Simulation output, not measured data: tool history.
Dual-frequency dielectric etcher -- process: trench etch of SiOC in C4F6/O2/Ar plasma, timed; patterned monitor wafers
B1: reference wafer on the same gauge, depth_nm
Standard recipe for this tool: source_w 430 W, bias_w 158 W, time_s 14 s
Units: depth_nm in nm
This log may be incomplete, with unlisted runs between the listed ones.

run 1 hour=0.0 | source_w=430 bias_w=158 time_s=14 | B1=34.00 | depth_nm=30.96
run 2 hour=28.1 | source_w=430 bias_w=158 time_s=14 | B1=34.00 | depth_nm=31.02
run 3 hour=47.4 | source_w=430 bias_w=158 time_s=14 | B1=34.01 | depth_nm=30.99
run 4 hour=76.8 | source_w=430 bias_w=158 time_s=14 | B1=34.02 | depth_nm=30.94
run 5 hour=102.5 | source_w=430 bias_w=158 time_s=14 | B1=34.02 | depth_nm=31.01
-- hour=138.2 wet clean of the chamber
run 6 hour=138.7 | source_w=430 bias_w=158 time_s=14 | B1=34.00 | depth_nm=30.68
run 7 hour=148.4 | source_w=430 bias_w=158 time_s=14 | B1=34.01 | depth_nm=30.78
-- hour=153.1 gauge calibrated
run 8 hour=181.2 | source_w=430 bias_w=158 time_s=14 | B1=34.01 | depth_nm=30.83
run 9 hour=206.7 | source_w=430 bias_w=158 time_s=14 | B1=34.01 | depth_nm=30.84
run 10 hour=233.8 | source_w=520 bias_w=180 time_s=14 | B1=33.99 | depth_nm=34.34
-- hour=272.9 upper electrode replaced
run 11 hour=273.4 | source_w=430 bias_w=158 time_s=14 | B1=34.00 | depth_nm=30.82
run 12 hour=287.7 | source_w=350 bias_w=190 time_s=17 | B1=34.00 | depth_nm=36.54
run 13 hour=301.5 | source_w=430 bias_w=179 time_s=11 | B1=34.00 | depth_nm=25.14
-- hour=310.6 source power generator calibrated
-- hour=321.6 bias power generator calibrated
run 14 hour=383.0 | source_w=530 bias_w=158 time_s=14 | B1=33.99 | depth_nm=33.52
run 15 hour=405.1 | source_w=520 bias_w=180 time_s=14 | B1=34.01 | depth_nm=34.62
run 16 hour=419.3 | source_w=400 bias_w=144 time_s=14 | B1=34.01 | depth_nm=29.33
run 17 hour=436.1 | source_w=360 bias_w=158 time_s=12 | B1=34.01 | depth_nm=24.81

5 options for the next run, each taken on its own from the tool as it stands now. Forecast them:
run A hour=436.5 | source_w=340 bias_w=158 time_s=14 | B1=? | depth_nm=?
run B hour=436.5 | source_w=530 bias_w=187 time_s=11 | B1=? | depth_nm=?
run C hour=436.5 | source_w=430 bias_w=171 time_s=14 | B1=? | depth_nm=?
run D hour=436.5 | source_w=400 bias_w=174 time_s=14 | B1=? | depth_nm=?
run E hour=436.5 | source_w=360 bias_w=158 time_s=13 | B1=? | depth_nm=?

run=A B1=34.01 depth_nm=28.36
run=B B1=34.01 depth_nm=27.69
run=C B1=34.01 depth_nm=31.71
run=D B1=34.01 depth_nm=31.01
run=E B1=34.01 depth_nm=26.91
What these runs would have given with no unlogged condition in the tool:
run=A depth_nm=28.18
run=B depth_nm=27.51
run=C depth_nm=31.50
run=D depth_nm=30.81
run=E depth_nm=26.73
